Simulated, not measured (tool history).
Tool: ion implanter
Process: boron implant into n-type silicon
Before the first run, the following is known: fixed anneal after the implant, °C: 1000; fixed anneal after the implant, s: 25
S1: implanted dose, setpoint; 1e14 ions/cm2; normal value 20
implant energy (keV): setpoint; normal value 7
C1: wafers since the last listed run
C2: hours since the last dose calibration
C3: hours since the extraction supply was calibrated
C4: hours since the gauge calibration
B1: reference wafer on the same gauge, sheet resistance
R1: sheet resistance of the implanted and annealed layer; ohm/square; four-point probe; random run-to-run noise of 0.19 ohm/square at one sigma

run 1 hour=0 | S1=20 implant_energy_(keV)=6.5 | C1=0 C2=188.5 C3=5043.3 C4=1029.3 | B1=124.98 | R1=130.96
run 2 hour=39.8 | S1=20 implant_energy_(keV)=6.5 | C1=996 C2=228.3 C3=5083.1 C4=1069.1 | B1=125 | R1=131.25
-- hour=53.3 gauge calibrated
run 3 hour=67.3 | S1=20 implant_energy_(keV)=6.5 | C1=688 C2=255.8 C3=5110.6 C4=14 | B1=124.99 | R1=131.15
run 4 hour=93.3 | S1=20 implant_energy_(keV)=7 | C1=650 C2=281.8 C3=5136.6 C4=40 | B1=125.02 | R1=126.28
run 5 hour=164.3 | S1=20 implant_energy_(keV)=7 | C1=1776 C2=352.8 C3=5207.6 C4=111 | B1=125.03 | R1=126.39
run 6 hour=230.9 | S1=22.05 implant_energy_(keV)=7 | C1=1666 C2=419.4 C3=5274.2 C4=177.6 | B1=125 | R1=124.72
run 7 hour=312.5 | S1=20 implant_energy_(keV)=7 | C1=2042 C2=501 C3=5355.8 C4=259.2 | B1=124.97 | R1=126.22
run 8 hour=372.1 | S1=22.27 implant_energy_(keV)=7 | C1=1491 C2=560.6 C3=5415.4 C4=318.8 | B1=124.96 | R1=124.8
run 9 hour=440.9 | S1=22.27 implant_energy_(keV)=7 | C1=1721 C2=629.4 C3=5484.2 C4=387.6 | B1=125.01 | R1=124.61
-- hour=579.2 extraction supply calibrated
run 10 hour=580.5 | S1=20 implant_energy_(keV)=7 | C1=3293 C2=769 C3=1.3 C4=527.2 | B1=124.98 | R1=127.91
-- hour=642.4 Faraday cup replaced and dose calibrated
run 11 hour=643.3 | S1=20 implant_energy_(keV)=7 | C1=1371 C2=0.9 C3=64.1 C4=590 | B1=124.99 | R1=127.68
run 12 hour=682.2 | S1=20 implant_energy_(keV)=7 | C1=973 C2=39.8 C3=103 C4=628.9 | B1=125 | R1=127.95
run 13 hour=724.2 | S1=20 implant_energy_(keV)=7 | C1=1051 C2=81.8 C3=145 C4=670.9 | B1=124.97 | R1=128
run 14 hour=759.6 | S1=20 implant_energy_(keV)=7 | C1=885 C2=117.2 C3=180.4 C4=706.3 | B1=125 | R1=128.12
run 15 hour=831.1 | S1=20 implant_energy_(keV)=7 | C1=1789 C2=188.7 C3=251.9 C4=777.8 | B1=124.97 | R1=128.02
run 16 hour=874 | S1=25.22 implant_energy_(keV)=5 | C1=1073 C2=231.6 C3=294.8 C4=820.7 | B1=124.94 | R1=147.77
run 17 hour=934.7 | S1=14.18 implant_energy_(keV)=9 | C1=1519 C2=292.3 C3=355.5 C4=881.4 | B1=124.98 | R1=123.34
run 18 hour=981.6 | S1=20 implant_energy_(keV)=7 | C1=1173 C2=339.2 C3=402.4 C4=928.3 | B1=125.08 | R1=127.71
run 19 hour=1008.9 | S1=20 implant_energy_(keV)=7 | C1=683 C2=366.5 C3=429.7 C4=955.6 | B1=125 | R1=127.98
-- hour=1032.1 gauge calibrated
run 20 hour=1052.3 | S1=14.12 implant_energy_(keV)=5 | C1=1086 C2=409.9 C3=473.1 C4=20.2 | B1=124.99 | R1=156.18
run 21 hour=1113.4 | S1=22.33 implant_energy_(keV)=5 | C1=1529 C2=471 C3=534.2 C4=81.3 | B1=124.93 | R1=148.61
run 22 hour=1147.4 | S1=20 implant_energy_(keV)=8 | C1=850 C2=505 C3=568.2 C4=115.3 | B1=125.05 | R1=119.72
run 23 hour=1182.3 | S1=14.56 implant_energy_(keV)=8 | C1=873 C2=539.9 C3=603.1 C4=150.2 | B1=125.05 | R1=127.67
run 24 hour=1214.9 | S1=20 implant_energy_(keV)=6 | C1=815 C2=572.5 C3=635.7 C4=182.8 | B1=125 | R1=137.76
run 25 hour=1258.2 | S1=14.04 implant_energy_(keV)=8 | C1=1083 C2=615.8 C3=679 C4=226.1 | B1=124.99 | R1=129.12
run 26 hour=1314.1 | S1=20 implant_energy_(keV)=7 | C1=1398 C2=671.7 C3=734.9 C4=282 | B1=125 | R1=127.57
run 27 hour=1363.4 | S1=25.23 implant_energy_(keV)=4.5 | C1=1233 C2=721 C3=784.2 C4=331.3 | B1=125.04 | R1=154.1
run 28 hour=1420.1 | S1=18.21 implant_energy_(keV)=4.5 | C1=1418 C2=777.7 C3=840.9 C4=388 | B1=124.99 | R1=157.47
-- hour=1437.1 Faraday cup replaced and dose calibrated
run 29 hour=1472.4 | S1=20 implant_energy_(keV)=7 | C1=1108 C2=35.3 C3=893.2 C4=440.3 | B1=125.04 | R1=127.48

Run-by-run hidden state of the tool:
deviation of the true dose from the Faraday cup's reading, %: 0, the same for each run
gauge reads high (%): 0, the same for each run
H1: deviation of the true energy from its setpoint, %
run=1 H1=2.47
run=2 H1=2.51
run=3 H1=2.55
run=4 H1=2.58
run=5 H1=2.66
run=6 H1=2.74
run=7 H1=2.84
run=8 H1=2.91
run=9 H1=2.99
run=10 H1=0.106
run=11 H1=0.106
run=12 H1=0.107
run=13 H1=0.108
run=14 H1=0.109
run=15 H1=0.113
run=16 H1=0.116
run=17 H1=0.12
run=18 H1=0.124
run=19 H1=0.127
run=20 H1=0.131
run=21 H1=0.138
run=22 H1=0.142
run=23 H1=0.147
run=24 H1=0.152
run=25 H1=0.158
run=26 H1=0.167
run=27 H1=0.175
run=28 H1=0.186
run=29 H1=0.196

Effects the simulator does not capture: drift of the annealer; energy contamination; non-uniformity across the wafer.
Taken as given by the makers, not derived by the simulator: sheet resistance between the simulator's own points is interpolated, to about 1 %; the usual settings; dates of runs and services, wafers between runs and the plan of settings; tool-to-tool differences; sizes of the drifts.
